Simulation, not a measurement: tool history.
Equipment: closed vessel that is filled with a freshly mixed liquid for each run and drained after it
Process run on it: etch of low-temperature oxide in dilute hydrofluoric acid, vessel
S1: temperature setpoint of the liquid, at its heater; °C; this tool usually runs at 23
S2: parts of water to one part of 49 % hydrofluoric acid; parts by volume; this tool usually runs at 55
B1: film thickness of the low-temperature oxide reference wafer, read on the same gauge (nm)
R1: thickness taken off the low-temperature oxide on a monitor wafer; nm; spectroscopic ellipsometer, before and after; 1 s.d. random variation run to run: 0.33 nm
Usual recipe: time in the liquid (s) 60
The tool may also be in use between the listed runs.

{"run": 1, "hour": 0.0, "S1": 26, "S2": 55, "time in the liquid (s)": 40, "B1": 90.02, "R1": 24.99}
{"run": 2, "hour": 68.9, "S1": 23, "S2": 45, "time in the liquid (s)": 60, "B1": 90.04, "R1": 40.78}
{"run": 3, "hour": 100.8, "S1": 23, "S2": 55, "time in the liquid (s)": 60, "B1": 90, "R1": 33.47}
{"hour": 117.0, "done": "thermometer replaced"}
{"run": 4, "hour": 154.3, "S1": 23, "S2": 55, "time in the liquid (s)": 60, "B1": 89.98, "R1": 33.11}
{"run": 5, "hour": 183.4, "S1": 23, "S2": 55, "time in the liquid (s)": 60, "B1": 90.01, "R1": 33.4}
{"run": 6, "hour": 247.3, "S1": 23, "S2": 55, "time in the liquid (s)": 60, "B1": 90.06, "R1": 33.36}
{"run": 7, "hour": 301.7, "S1": 26, "S2": 55, "time in the liquid (s)": 60, "B1": 90.01, "R1": 38.45}
{"run": 8, "hour": 363.0, "S1": 23, "S2": 35, "time in the liquid (s)": 60, "B1": 89.96, "R1": 55.24}
{"run": 9, "hour": 405.6, "S1": 23, "S2": 55, "time in the liquid (s)": 60, "B1": 89.98, "R1": 33.72}
{"run": 10, "hour": 463.2, "S1": 23, "S2": 55, "time in the liquid (s)": 35, "B1": 90, "R1": 19.34}
{"run": 11, "hour": 532.2, "S1": 23, "S2": 55, "time in the liquid (s)": 60, "B1": 90.04, "R1": 33.33}
{"run": 12, "hour": 560.7, "S1": 19, "S2": 75, "time in the liquid (s)": 60, "B1": 90, "R1": 20.62}
{"run": 13, "hour": 607.5, "S1": 23, "S2": 55, "time in the liquid (s)": 60, "B1": 90.03, "R1": 33.03}
{"hour": 635.6, "done": "thermometer replaced"}
{"run": 14, "hour": 657.5, "S1": 23, "S2": 75, "time in the liquid (s)": 50, "B1": 90.02, "R1": 19.99}
{"run": 15, "hour": 686.8, "S1": 26, "S2": 55, "time in the liquid (s)": 60, "B1": 90.02, "R1": 38.12}
{"run": 16, "hour": 716.4, "S1": 23, "S2": 55, "time in the liquid (s)": 60, "B1": 90, "R1": 33.88}
{"hour": 720.6, "done": "gauge calibrated"}
{"run": 17, "hour": 778.0, "S1": 18.5, "S2": 55, "time in the liquid (s)": 75, "B1": 89.97, "R1": 34.12}
{"run": 18, "hour": 808.8, "S1": 23, "S2": 65, "time in the liquid (s)": 60, "B1": 90.02, "R1": 27.72}
{"hour": 833.7, "done": "hydrofluoric acid flow meter replaced"}
{"run": 19, "hour": 846.3, "S1": 25, "S2": 55, "time in the liquid (s)": 30, "B1": 89.97, "R1": 18.42}
{"run": 20, "hour": 903.0, "S1": 23, "S2": 55, "time in the liquid (s)": 60, "B1": 89.98, "R1": 32.92}
{"run": 21, "hour": 947.6, "S1": 21.5, "S2": 55, "time in the liquid (s)": 40, "B1": 89.98, "R1": 20.95}
{"run": 22, "hour": 1019.2, "S1": 23, "S2": 55, "time in the liquid (s)": 60, "B1": 90.03, "R1": 33.22}
{"run": 23, "hour": 1073.7, "S1": 26.5, "S2": 80, "time in the liquid (s)": 75, "B1": 90, "R1": 31.57}
{"hour": 1133.6, "done": "thermometer replaced"}
{"run": 24, "hour": 1135.5, "S1": 23, "S2": 55, "time in the liquid (s)": 60, "B1": 90.03, "R1": 33.67}
{"run": 25, "hour": 1171.8, "S1": 18.5, "S2": 65, "time in the liquid (s)": 30, "B1": 89.98, "R1": 11.6}
{"run": 26, "hour": 1197.0, "S1": 25, "S2": 45, "time in the liquid (s)": 60, "B1": 89.97, "R1": 45.44}
{"run": 27, "hour": 1246.4, "S1": 23, "S2": 85, "time in the liquid (s)": 85, "B1": 89.97, "R1": 29.36}
{"run": 28, "hour": 1270.8, "S1": 18.5, "S2": 85, "time in the liquid (s)": 60, "B1": 90.02, "R1": 17.48}
{"run": 29, "hour": 1328.2, "S1": 23, "S2": 55, "time in the liquid (s)": 60, "B1": 89.99, "R1": 33.32}
{"run": 30, "hour": 1393.8, "S1": 20, "S2": 55, "time in the liquid (s)": 60, "B1": 90.01, "R1": 29.11}
{"run": 31, "hour": 1428.7, "S1": 23, "S2": 55, "time in the liquid (s)": 60, "B1": 90.01, "R1": 33.13}

Exercise: give the hidden state of the tool at every run:
liquid hotter than its thermometer reads (K): 0 across all the runs
hydrofluoric acid flow below the setpoint (%): 0 across all the runs
gauge reads high (%): 0 across all the runs

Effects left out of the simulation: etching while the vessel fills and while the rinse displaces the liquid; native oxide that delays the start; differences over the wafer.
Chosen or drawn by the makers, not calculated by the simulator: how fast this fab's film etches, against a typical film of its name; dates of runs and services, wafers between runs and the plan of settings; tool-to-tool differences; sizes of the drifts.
